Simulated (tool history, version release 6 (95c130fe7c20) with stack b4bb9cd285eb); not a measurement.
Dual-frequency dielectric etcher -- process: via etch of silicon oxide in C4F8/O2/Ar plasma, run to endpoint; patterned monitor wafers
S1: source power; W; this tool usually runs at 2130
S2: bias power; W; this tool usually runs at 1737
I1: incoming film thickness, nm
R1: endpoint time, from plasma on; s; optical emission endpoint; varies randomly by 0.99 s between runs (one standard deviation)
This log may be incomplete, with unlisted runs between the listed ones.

Run 1, hour 0: usual settings but S2 2076 W; I1 1480.6. Result: R1 287.3 s.
Run 2, hour 10.7: usual settings; I1 1495.1. Result: R1 307.6 s.
Run 3, hour 25.1: usual settings; I1 1472. Result: R1 305.2 s.
Run 4, hour 43.1: usual settings; I1 1468.4. Result: R1 303.6 s.
Run 5, hour 60.7: usual settings; I1 1477.4. Result: R1 305.2 s.
Run 6, hour 71.6: usual settings; I1 1489.7. Result: R1 306.4 s.
Run 7, hour 83.1: usual settings; I1 1494.3. Result: R1 308.7 s.
Run 8, hour 135.6: usual settings; I1 1486.1. Result: R1 306.6 s.
Run 9, hour 149.9: usual settings; I1 1487.3. Result: R1 307.4 s.
At hour 157.5: source power generator calibrated.
Run 10, hour 161.2: usual settings but S1 2610 W; I1 1481.4. Result: R1 278.7 s.
Run 11, hour 171.8: usual settings; I1 1483.7. Result: R1 305.4 s.
At hour 223.2: upper electrode replaced.
At hour 225.8: bias power generator calibrated.
At hour 228.7: wet clean of the chamber.
Run 12, hour 229.2: usual settings but S2 1336 W; I1 1470.6. Result: R1 343.5 s.
Run 13, hour 233: usual settings but S1 2400 W; I1 1495.1. Result: R1 296.5 s.
Run 14, hour 260.1: usual settings but S1 2380 W; I1 1481. Result: R1 293.6 s.
Run 15, hour 269.1: usual settings but S1 2340 W, S2 1973 W; I1 1498.2. Result: R1 284.8 s.
Run 16, hour 284.1: usual settings; I1 1487.6. Result: R1 311.6 s.
Run 17, hour 300.2: usual settings but S1 2280 W, S2 1611 W; I1 1483.7. Result: R1 309.7 s.
Run 18, hour 317.8: usual settings but S2 2039 W; I1 1486. Result: R1 289.6 s.

5 options for the next run, each taken on its own from the tool as it stands now. Forecast them:
Run A, hour 318.3: usual settings; I1 1474.6. Result: R1 ?.
Run B, hour 318.3: usual settings but S1 1970 W, S2 1914 W; I1 1474.6. Result: R1 ?.
Run C, hour 318.3: usual settings but S1 2420 W, S2 1880 W; I1 1474.6. Result: R1 ?.
Run D, hour 318.3: usual settings but S1 2520 W, S2 1487 W; I1 1474.6. Result: R1 ?.
Run E, hour 318.3: usual settings but S1 1690 W, S2 1402 W; I1 1474.6. Result: R1 ?.

run     R1
  A  306.8
  B  305.1
  C  280.7
  D    304
  E  373.8
Take away the tool's hidden state, keep each run's random variation, and the runs would have read:
run     R1
  A  309.1
  B  307.3
  C  282.8
  D  306.2
  E  376.5
